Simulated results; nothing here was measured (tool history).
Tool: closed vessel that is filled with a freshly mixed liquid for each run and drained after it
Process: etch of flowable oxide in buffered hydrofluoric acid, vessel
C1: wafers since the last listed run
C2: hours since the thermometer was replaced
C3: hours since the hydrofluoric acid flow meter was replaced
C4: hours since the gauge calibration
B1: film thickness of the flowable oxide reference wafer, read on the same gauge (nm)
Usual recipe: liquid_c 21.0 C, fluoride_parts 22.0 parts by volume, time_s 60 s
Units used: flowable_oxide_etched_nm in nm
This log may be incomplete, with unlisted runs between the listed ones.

Run 1, day 0.000: usual settings but liquid_c 19.0 C, time_s 80 s; C1 0; C2 1012.3; C3 578.4; C4 508.6; B1 110.00. Result: flowable_oxide_etched_nm 71.13 nm.
Run 2, day 2.833: usual settings but liquid_c 24.5 C; C1 4915; C2 1080.3; C3 646.4; C4 576.6; B1 109.99. Result: flowable_oxide_etched_nm 71.34 nm.
Run 3, day 5.150: usual settings but liquid_c 24.5 C; C1 4018; C2 1135.9; C3 702.0; C4 632.2; B1 109.98. Result: flowable_oxide_etched_nm 71.76 nm.
Run 4, day 6.367: usual settings but liquid_c 24.5 C; C1 2110; C2 1165.1; C3 731.2; C4 661.4; B1 110.02. Result: flowable_oxide_etched_nm 70.93 nm.
Run 5, day 8.117: usual settings; C1 3035; C2 1207.1; C3 773.2; C4 703.4; B1 109.98. Result: flowable_oxide_etched_nm 58.31 nm.
Run 6, day 11.088: usual settings; C1 5153; C2 1278.4; C3 844.5; C4 774.7; B1 109.99. Result: flowable_oxide_etched_nm 57.80 nm.
Run 7, day 13.912: usual settings but fluoride_parts 18.0 parts by volume; C1 4900; C2 1346.2; C3 912.3; C4 842.5; B1 109.99. Result: flowable_oxide_etched_nm 69.05 nm.
Run 8, day 16.096: usual settings but liquid_c 19.5 C; C1 3787; C2 1398.6; C3 964.7; C4 894.9; B1 110.02. Result: flowable_oxide_etched_nm 52.41 nm.
Run 9, day 17.354: usual settings but liquid_c 19.5 C; C1 2182; C2 1428.8; C3 994.9; C4 925.1; B1 110.01. Result: flowable_oxide_etched_nm 52.38 nm.
Run 10, day 18.504: usual settings but liquid_c 19.5 C; C1 1995; C2 1456.4; C3 1022.5; C4 952.7; B1 110.00. Result: flowable_oxide_etched_nm 52.75 nm.
At day 19.583: thermometer replaced.
Run 11, day 20.738: usual settings but fluoride_parts 17.5 parts by volume; C1 3802; C2 27.7; C3 1076.1; C4 1006.3; B1 110.03. Result: flowable_oxide_etched_nm 78.36 nm.
Run 12, day 22.833: usual settings but liquid_c 18.0 C, time_s 30 s; C1 3635; C2 78.0; C3 1126.4; C4 1056.6; B1 110.00. Result: flowable_oxide_etched_nm 26.90 nm.
At day 23.183: gauge calibrated.
Run 13, day 24.658: usual settings but liquid_c 25.5 C, fluoride_parts 19.0 parts by volume, time_s 40 s; C1 3165; C2 121.8; C3 1170.2; C4 35.4; B1 110.00. Result: flowable_oxide_etched_nm 60.89 nm.
At day 26.054: hydrofluoric acid flow meter replaced.
Run 14, day 26.075: usual settings but liquid_c 24.0 C, fluoride_parts 26.5 parts by volume, time_s 70 s; C1 2385; C2 155.8; C3 0.5; C4 69.4; B1 110.00. Result: flowable_oxide_etched_nm 77.54 nm.
Run 15, day 27.229: usual settings but time_s 30 s; C1 2002; C2 183.5; C3 28.2; C4 97.1; B1 109.98. Result: flowable_oxide_etched_nm 31.73 nm.
Run 16, day 29.342: usual settings; C1 3664; C2 234.2; C3 78.9; C4 147.8; B1 110.00. Result: flowable_oxide_etched_nm 62.78 nm.
Run 17, day 30.558: usual settings but time_s 90 s; C1 2110; C2 263.4; C3 108.1; C4 177.0; B1 110.01. Result: flowable_oxide_etched_nm 95.07 nm.
Run 18, day 32.558: usual settings but liquid_c 26.0 C, fluoride_parts 15.0 parts by volume, time_s 30 s; C1 3469; C2 311.4; C3 156.1; C4 225.0; B1 110.00. Result: flowable_oxide_etched_nm 59.42 nm.
Run 19, day 34.938: usual settings but time_s 75 s; C1 4127; C2 368.5; C3 213.2; C4 282.1; B1 110.00. Result: flowable_oxide_etched_nm 77.17 nm.
Run 20, day 40.238: usual settings but liquid_c 25.0 C, fluoride_parts 30.0 parts by volume; C1 9194; C2 495.7; C3 340.4; C4 409.3; B1 109.98. Result: flowable_oxide_etched_nm 61.37 nm.
Run 21, day 43.183: usual settings; C1 5110; C2 566.4; C3 411.1; C4 480.0; B1 110.00. Result: flowable_oxide_etched_nm 61.72 nm.
Run 22, day 44.733: usual settings; C1 2688; C2 603.6; C3 448.3; C4 517.2; B1 110.00. Result: flowable_oxide_etched_nm 60.98 nm.

Alternative continuations, all from the tool just after run 22; predict every row:
Run A, day 44.762: usual settings but fluoride_parts 14.0 parts by volume; C1 50; C2 604.3; C3 449.0; C4 517.9; B1 ?. Result: flowable_oxide_etched_nm ?.
Run B, day 44.762: usual settings but liquid_c 23.0 C, fluoride_parts 18.5 parts by volume, time_s 50 s; C1 50; C2 604.3; C3 449.0; C4 517.9; B1 ?. Result: flowable_oxide_etched_nm ?.
Run C, day 44.762: usual settings but liquid_c 23.5 C, fluoride_parts 15.0 parts by volume, time_s 45 s; C1 50; C2 604.3; C3 449.0; C4 517.9; B1 ?. Result: flowable_oxide_etched_nm ?.
Run D, day 44.762: usual settings but liquid_c 19.5 C, fluoride_parts 14.0 parts by volume, time_s 30 s; C1 50; C2 604.3; C3 449.0; C4 517.9; B1 ?. Result: flowable_oxide_etched_nm ?.
Run E, day 44.762: usual settings but liquid_c 25.5 C, fluoride_parts 25.0 parts by volume; C1 50; C2 604.3; C3 449.0; C4 517.9; B1 ?. Result: flowable_oxide_etched_nm ?.

run      B1  flowable_oxide_etched_nm
  A  109.97                     91.78
  B  109.97                     64.99
  C  109.97                     73.94
  D  109.97                     42.16
  E  109.97                     71.09
With the hidden condition removed and each run's random variation left untouched, the same runs would have given:
run  flowable_oxide_etched_nm
  A                     98.98
  B                     70.03
  C                     79.64
  D                     45.50
  E                     76.53
